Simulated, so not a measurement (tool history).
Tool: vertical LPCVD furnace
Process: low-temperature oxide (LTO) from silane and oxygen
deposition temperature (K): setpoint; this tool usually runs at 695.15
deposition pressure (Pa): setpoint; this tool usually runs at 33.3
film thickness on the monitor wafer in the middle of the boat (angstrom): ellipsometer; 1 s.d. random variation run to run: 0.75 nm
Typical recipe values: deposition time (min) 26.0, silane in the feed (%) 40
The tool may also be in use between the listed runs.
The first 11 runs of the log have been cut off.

| run | hour | deposition temperature (K) | deposition pressure (Pa) | deposition time (min) | silane in the feed (%) | read-back reference wafer on the same gauge, thickness | film thickness on the monitor wafer in the middle of the boat (angstrom) |
|---|---|---|---|---|---|---|---|
| 12 | 918.1 | 695.15 | 33.3 | 26.0 | 40 | 304.91 | 3296.0 |
| 13 | 981.0 | 702.15 | 33.3 | 26.0 | 46 | 304.99 | 4070.9 |
|  | 1282.4 | thermocouples replaced and temperature profile calibrated |
| 14 | 1282.9 | 695.15 | 33.3 | 26.0 | 40 | 305.28 | 3271.8 |
| 15 | 1305.4 | 706.15 | 29.3 | 31.5 | 40 | 304.72 | 3908.5 |
| 16 | 1577.6 | 690.15 | 40.0 | 17.0 | 42 | 304.80 | 2587.1 |
| 17 | 1662.7 | 703.15 | 39.3 | 17.0 | 34 | 305.18 | 2256.2 |
| 18 | 1736.7 | 695.15 | 33.3 | 26.0 | 34 | 305.26 | 2699.8 |
|  | 1797.1 | pressure gauge zeroed |
|  | 1819.2 | silane flow controller replaced |
| 19 | 1819.7 | 707.15 | 41.3 | 26.0 | 38 | 304.99 | 4321.0 |
|  | 1834.8 | gauge calibrated |
| 20 | 1894.2 | 695.15 | 33.3 | 36.0 | 47 | 305.20 | 5329.5 |
| 21 | 1948.2 | 689.15 | 33.3 | 29.0 | 40 | 304.90 | 3429.5 |
| 22 | 2043.8 | 700.15 | 28.0 | 32.0 | 40 | 305.03 | 3564.9 |
| 23 | 2084.9 | 695.15 | 33.3 | 26.0 | 40 | 305.25 | 3267.4 |
| 24 | 2138.9 | 690.15 | 26.7 | 34.0 | 44 | 304.56 | 3620.1 |
| 25 | 2321.1 | 707.15 | 29.3 | 26.0 | 47 | 305.39 | 3809.4 |
| 26 | 2375.9 | 683.15 | 25.3 | 35.0 | 43 | 305.03 | 3216.2 |

What does the tool deliver on the next run?
| 27 | 2637.1 | 685.15 | 33.3 | 31.5 | 43 | ? | ? |

For run 27 the tool returned read-back reference wafer on the same gauge, thickness 304.91, film thickness on the monitor wafer in the middle of the boat (angstrom) 3876.5.
Minus the tool's unlogged condition, the same run would have read film thickness on the monitor wafer in the middle of the boat (angstrom) 3864.5.
